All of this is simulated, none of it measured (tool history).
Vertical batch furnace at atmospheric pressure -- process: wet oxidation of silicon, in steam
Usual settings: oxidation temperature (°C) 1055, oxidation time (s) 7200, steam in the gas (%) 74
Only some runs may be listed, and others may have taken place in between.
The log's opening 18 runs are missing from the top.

run    hour  oxidation temperature (°C)  oxidation time (s)  steam in the gas (%)  read-back reference wafer on the same gauge, thickness  oxide thickness on the monitor wafer (nm)
 19   863.7                        1055                9630                    79                                                  624.09                                     945.78
 20   905.4                        1055                7200                    74                                                  623.68                                     770.45
      973.6  -- gauge calibrated
 21   973.7                        1038                3750                    65                                                  623.91                                     442.74
 22    1009                        1055               10290                    63                                                   624.2                                     871.04
 23    1039                        1055                9510                    77                                                  623.81                                     927.81
 24  1065.3                        1079                8520                    82                                                  624.02                                    1003.83
 25  1117.6                        1055                7200                    66                                                  624.28                                      724.3
 26  1182.7                        1055                7200                    74                                                   623.5                                     776.45
 27  1221.8                        1055                8130                    74                                                  623.48                                     831.12
 28  1285.7                        1039                5370                    74                                                  623.94                                     608.59
 29  1348.2                        1033                6150                    74                                                  623.53                                     639.24
     1391.3  -- thermocouples replaced and temperature profile calibrated
 30    1420                        1055                7200                    74                                                  624.07                                     772.53
 31  1452.3                        1035                3660                    74                                                  623.89                                     463.94
 32  1506.3                        1055                7200                    74                                                  624.07                                     773.83
 33  1539.9                        1047                4170                    64                                                  623.92                                     494.52
 34  1578.1                        1055                9900                    74                                                  623.62                                     921.47
 35  1644.1                        1055                5640                    80                                                  624.24                                     704.61
 36  1681.9                        1055                7200                    74                                                   624.2                                     781.24
 37  1745.6                        1070                3810                    69                                                  623.77                                     553.95

Predict each of these 3 candidate next runs independently; none follows another, all start after run 37:
  A  1751.2                        1055                7200                    74                                                       ?                                          ?
  B  1751.2                        1055                6030                    86                                                       ?                                          ?
  C  1751.2                        1039                9420                    74                                                       ?                                          ?

run  read-back reference wafer on the same gauge, thickness  oxide thickness on the monitor wafer (nm)
  A                                                  623.84                                     777.34
  B                                                  623.84                                     765.25
  C                                                  623.84                                     844.34
Had the tool no hidden state, the same runs would have come out as:
run  oxide thickness on the monitor wafer (nm)
  A                                     777.34
  B                                     765.25
  C                                     844.34
